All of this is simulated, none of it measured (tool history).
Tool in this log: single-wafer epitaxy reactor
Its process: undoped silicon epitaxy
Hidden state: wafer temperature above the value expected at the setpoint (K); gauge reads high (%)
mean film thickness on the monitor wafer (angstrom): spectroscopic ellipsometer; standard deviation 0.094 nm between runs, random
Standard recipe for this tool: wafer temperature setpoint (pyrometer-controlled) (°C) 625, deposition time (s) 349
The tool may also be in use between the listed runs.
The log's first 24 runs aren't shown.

| run | hour | wafer temperature setpoint (pyrometer-controlled) (°C) | deposition time (s) | wafers since the last listed run | hours since the last pyrometer calibration | hours since the gauge calibration | read-back reference wafer on the same gauge, thickness_nm | mean film thickness on the monitor wafer (angstrom) |
|---|---|---|---|---|---|---|---|---|
| 25 | 304.3 | 625 | 349 | 86 | 2980.8 | 371.3 | 29.803 | 392.97 |
| 26 | 321.3 | 616 | 401 | 110 | 2997.8 | 388.3 | 29.814 | 355.90 |
|  | 335.6 | pyrometer calibrated |
| 27 | 336.1 | 625 | 349 | 44 | 0.5 | 403.1 | 29.802 | 336.72 |
| 28 | 344.0 | 625 | 298 | 51 | 8.4 | 411.0 | 29.793 | 288.57 |
|  | 358.9 | gauge calibrated |
| 29 | 361.4 | 625 | 349 | 112 | 25.8 | 2.5 | 29.783 | 339.36 |
| 30 | 370.6 | 625 | 349 | 59 | 35.0 | 11.7 | 29.802 | 337.34 |
| 31 | 386.2 | 633 | 417 | 100 | 50.6 | 27.3 | 29.830 | 498.78 |
| 32 | 396.3 | 614 | 349 | 65 | 60.7 | 37.4 | 29.832 | 254.20 |
| 33 | 404.4 | 633 | 300 | 52 | 68.8 | 45.5 | 29.782 | 360.70 |
| 34 | 420.6 | 625 | 349 | 104 | 85.0 | 61.7 | 29.804 | 341.24 |
| 35 | 437.2 | 625 | 349 | 107 | 101.6 | 78.3 | 29.786 | 344.40 |
| 36 | 450.7 | 625 | 349 | 87 | 115.1 | 91.8 | 29.778 | 343.59 |
| 37 | 465.0 | 640 | 395 | 92 | 129.4 | 106.1 | 29.795 | 570.03 |
| 38 | 476.1 | 639 | 304 | 71 | 140.5 | 117.2 | 29.791 | 430.98 |
| 39 | 488.6 | 633 | 370 | 80 | 153.0 | 129.7 | 29.824 | 449.45 |
| 40 | 504.9 | 625 | 349 | 105 | 169.3 | 146.0 | 29.824 | 346.49 |
| 41 | 516.2 | 625 | 382 | 73 | 180.6 | 157.3 | 29.791 | 379.97 |
| 42 | 526.3 | 619 | 322 | 65 | 190.7 | 167.4 | 29.799 | 274.12 |
| 43 | 557.0 | 634 | 307 | 198 | 221.4 | 198.1 | 29.830 | 388.05 |
| 44 | 572.8 | 625 | 349 | 102 | 237.2 | 213.9 | 29.829 | 349.87 |
| 45 | 585.7 | 612 | 378 | 83 | 250.1 | 226.8 | 29.814 | 267.65 |

3 ways to go on from here, each from the tool as it stands after run 45. What would each give?
| A | 586.2 | 625 | 349 | 3 | 250.6 | 227.3 | ? | ? |
| B | 586.2 | 630 | 406 | 3 | 250.6 | 227.3 | ? | ? |
| C | 586.2 | 639 | 349 | 3 | 250.6 | 227.3 | ? | ? |

| run | read-back reference wafer on the same gauge, thickness_nm | mean film thickness on the monitor wafer (angstrom) |
|---|---|---|
| A | 29.805 | 351.38 |
| B | 29.805 | 465.41 |
| C | 29.805 | 503.29 |
Had the tool no hidden state, the same runs would have come out as:
| run | mean film thickness on the monitor wafer (angstrom) |
|---|---|
| A | 335.02 |
| B | 444.01 |
| C | 480.66 |
